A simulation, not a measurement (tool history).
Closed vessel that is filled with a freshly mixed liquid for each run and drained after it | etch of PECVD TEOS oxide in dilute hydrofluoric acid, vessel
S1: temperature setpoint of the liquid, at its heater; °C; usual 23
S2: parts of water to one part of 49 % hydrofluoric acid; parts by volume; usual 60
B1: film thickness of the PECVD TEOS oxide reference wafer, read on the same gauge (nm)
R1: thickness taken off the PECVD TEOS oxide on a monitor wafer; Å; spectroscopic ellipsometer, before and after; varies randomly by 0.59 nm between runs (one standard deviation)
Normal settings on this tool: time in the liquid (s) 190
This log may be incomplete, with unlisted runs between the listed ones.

run 1 hour=0 | S1=23 S2=70 time_in_the_liquid_(s)=190 | B1=109.97 | R1=497.8
run 2 hour=11.8 | S1=23 S2=60 time_in_the_liquid_(s)=190 | B1=110.03 | R1=590.3
run 3 hour=27.3 | S1=23 S2=60 time_in_the_liquid_(s)=190 | B1=109.99 | R1=580.3
run 4 hour=38.4 | S1=23 S2=60 time_in_the_liquid_(s)=190 | B1=110 | R1=587.9
run 5 hour=52.1 | S1=23 S2=60 time_in_the_liquid_(s)=190 | B1=110.03 | R1=587.2
run 6 hour=64.7 | S1=23 S2=60 time_in_the_liquid_(s)=190 | B1=109.98 | R1=584.3
-- hour=69.3 hydrofluoric acid flow meter replaced
run 7 hour=80.1 | S1=23 S2=60 time_in_the_liquid_(s)=190 | B1=109.99 | R1=595.7
run 8 hour=87.9 | S1=23 S2=60 time_in_the_liquid_(s)=190 | B1=110.01 | R1=586.9
run 9 hour=99.8 | S1=23 S2=60 time_in_the_liquid_(s)=190 | B1=110.05 | R1=582.6
run 10 hour=112 | S1=27.5 S2=75 time_in_the_liquid_(s)=90 | B1=110.01 | R1=264.1
run 11 hour=127.7 | S1=26.5 S2=85 time_in_the_liquid_(s)=275 | B1=109.96 | R1=675
run 12 hour=138 | S1=18.5 S2=85 time_in_the_liquid_(s)=280 | B1=110.04 | R1=495.4
run 13 hour=149.5 | S1=23 S2=60 time_in_the_liquid_(s)=190 | B1=110.01 | R1=590
run 14 hour=166.5 | S1=26 S2=40 time_in_the_liquid_(s)=125 | B1=110 | R1=673.9
-- hour=179.6 gauge calibrated
run 15 hour=211 | S1=26.5 S2=80 time_in_the_liquid_(s)=110 | B1=110.04 | R1=281
run 16 hour=227.4 | S1=23 S2=80 time_in_the_liquid_(s)=115 | B1=109.95 | R1=260.7
run 17 hour=242.7 | S1=18.5 S2=45 time_in_the_liquid_(s)=190 | B1=109.99 | R1=662.4
run 18 hour=254.6 | S1=21 S2=85 time_in_the_liquid_(s)=190 | B1=110.02 | R1=376.6
run 19 hour=261.4 | S1=23 S2=60 time_in_the_liquid_(s)=190 | B1=110.01 | R1=586.6
run 20 hour=272.1 | S1=18.5 S2=60 time_in_the_liquid_(s)=225 | B1=109.96 | R1=581.2
run 21 hour=283 | S1=23 S2=60 time_in_the_liquid_(s)=190 | B1=109.98 | R1=577.6
run 22 hour=300.6 | S1=27 S2=60 time_in_the_liquid_(s)=105 | B1=110.01 | R1=391.2
run 23 hour=314.2 | S1=23 S2=60 time_in_the_liquid_(s)=190 | B1=109.98 | R1=588.1
run 24 hour=331.4 | S1=23 S2=60 time_in_the_liquid_(s)=190 | B1=110.01 | R1=589
-- hour=340.8 thermometer replaced
run 25 hour=349.1 | S1=23 S2=60 time_in_the_liquid_(s)=190 | B1=109.98 | R1=588.4
run 26 hour=388.4 | S1=23 S2=40 time_in_the_liquid_(s)=190 | B1=110.02 | R1=890.1
run 27 hour=396.6 | S1=23 S2=60 time_in_the_liquid_(s)=190 | B1=109.98 | R1=580.8
run 28 hour=407.8 | S1=23 S2=75 time_in_the_liquid_(s)=190 | B1=110 | R1=459.6
run 29 hour=421.6 | S1=23 S2=60 time_in_the_liquid_(s)=190 | B1=109.96 | R1=589.7
run 30 hour=437.8 | S1=25 S2=40 time_in_the_liquid_(s)=105 | B1=110 | R1=543.2
run 31 hour=480.1 | S1=23 S2=60 time_in_the_liquid_(s)=80 | B1=110.01 | R1=243.9
run 32 hour=496.8 | S1=23 S2=60 time_in_the_liquid_(s)=190 | B1=109.99 | R1=590.2

Give the tool's hidden conditions for every run:
liquid hotter than its thermometer reads (K): 0 on each run
hydrofluoric acid flow below the setpoint (%): 0 on each run
gauge reads high (%): 0 on each run

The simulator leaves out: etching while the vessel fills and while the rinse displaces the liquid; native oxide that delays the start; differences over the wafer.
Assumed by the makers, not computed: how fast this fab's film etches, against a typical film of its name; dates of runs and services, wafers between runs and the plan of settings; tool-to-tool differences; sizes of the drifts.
